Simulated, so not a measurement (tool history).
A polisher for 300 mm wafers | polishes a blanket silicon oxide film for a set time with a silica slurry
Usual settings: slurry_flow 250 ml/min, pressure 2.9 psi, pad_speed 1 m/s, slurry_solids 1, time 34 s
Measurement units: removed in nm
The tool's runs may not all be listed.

run	hour	slurry_flow	pressure	pad_speed	slurry_solids	time	wafers since the last listed run	wafers polished on this pad	hours since the slurry nozzle was cleaned	hours since the head pressure was calibrated	hours since the slurry blender was calibrated	hours since the conditioning disc was replaced	incoming thickness of the incoming film, nm	removed
1	0	250	3.3	1	1	34	0	1044	6.5	205.7	31.7	72.2	1271	68.5
2	61.6	250	3.3	1	1	34	875	1919	68.1	267.3	93.3	133.8	1270.1	66.6
# hour 85.7: worn pad replaced by a new one
3	92.8	250	2.9	1	1	34	386	100	99.3	298.5	124.5	165	1274.6	61.6
# hour 112.8: head pressure recalibrated
4	148.3	250	2.9	1	1	34	760	860	154.8	35.5	180	220.5	1297.9	59.2
5	203.8	250	2.9	1	1	34	788	1649	210.3	91	235.5	276	1287.2	57.9
# hour 236: slurry nozzle cleaned
6	247.9	250	2.9	1	1	34	612	2262	11.9	135.1	279.6	320.1	1280.6	56.6
# hour 254.7: worn pad replaced by a new one
# hour 257.1: slurry blender recalibrated
7	296.8	250	2.9	1	1	34	609	569	60.8	184	39.7	369	1284.3	59.9
8	332.5	250	2.9	1	1	34	507	1076	96.5	219.7	75.4	404.7	1287.8	59.6
9	398.6	250	2.9	1	1	23	939	2015	162.6	285.8	141.5	470.8	1275.2	39.4
# hour 413: worn pad replaced by a new one
# hour 452.3: slurry nozzle cleaned
10	461.2	250	3.2	1.32	1.1	38	818	670	8.9	348.4	204.1	533.4	1290.3	100.3
# hour 496.8: head pressure recalibrated
# hour 515.9: conditioning disc replaced and pad reconditioned
11	516.4	300	3.6	0.88	1	26	727	1398	64.1	19.6	259.3	0.5	1279.8	50.1
# hour 567.3: slurry blender recalibrated
# hour 569.3: worn pad replaced by a new one
12	585.1	250	2.9	1	1	34	919	224	132.8	88.3	17.8	69.2	1262	59.8
13	617.6	250	2.1	1.26	1	34	461	685	165.3	120.8	50.3	101.7	1282.6	51.9
# hour 667: slurry nozzle cleaned
14	674.3	250	2.9	1	1	34	791	1477	7.3	177.5	107	158.4	1281	59.1
15	714.9	250	3.6	1.14	1	26	576	2054	47.9	218.1	147.6	199	1267.6	60.7
# hour 738.2: worn pad replaced by a new one
16	753.1	290	2.3	1	1	34	485	211	86.1	256.3	185.8	237.2	1286	48.8

Consider 5 possible next runs. They are alternatives, not a sequence: every one starts from the tool as it was left by run 16. What does each give?
A	753.5	250	2.9	1	1	34	5	217	86.5	256.7	186.2	237.6	1261.3	?
B	753.5	250	2.3	1	1	34	5	217	86.5	256.7	186.2	237.6	1261.3	?
C	753.5	215	2	1	1	34	5	217	86.5	256.7	186.2	237.6	1261.3	?
D	753.5	250	3.3	0.72	1	24	5	217	86.5	256.7	186.2	237.6	1261.3	?
E	753.5	295	2.9	0.68	1	34	5	217	86.5	256.7	186.2	237.6	1261.3	?

run	removed
A	61.1
B	48.4
C	41.5
D	37.7
E	45.5
With the hidden condition removed and each run's random variation left untouched, the same runs would have given:
run	removed
A	59.3
B	47
C	40.3
D	36.6
E	44.2

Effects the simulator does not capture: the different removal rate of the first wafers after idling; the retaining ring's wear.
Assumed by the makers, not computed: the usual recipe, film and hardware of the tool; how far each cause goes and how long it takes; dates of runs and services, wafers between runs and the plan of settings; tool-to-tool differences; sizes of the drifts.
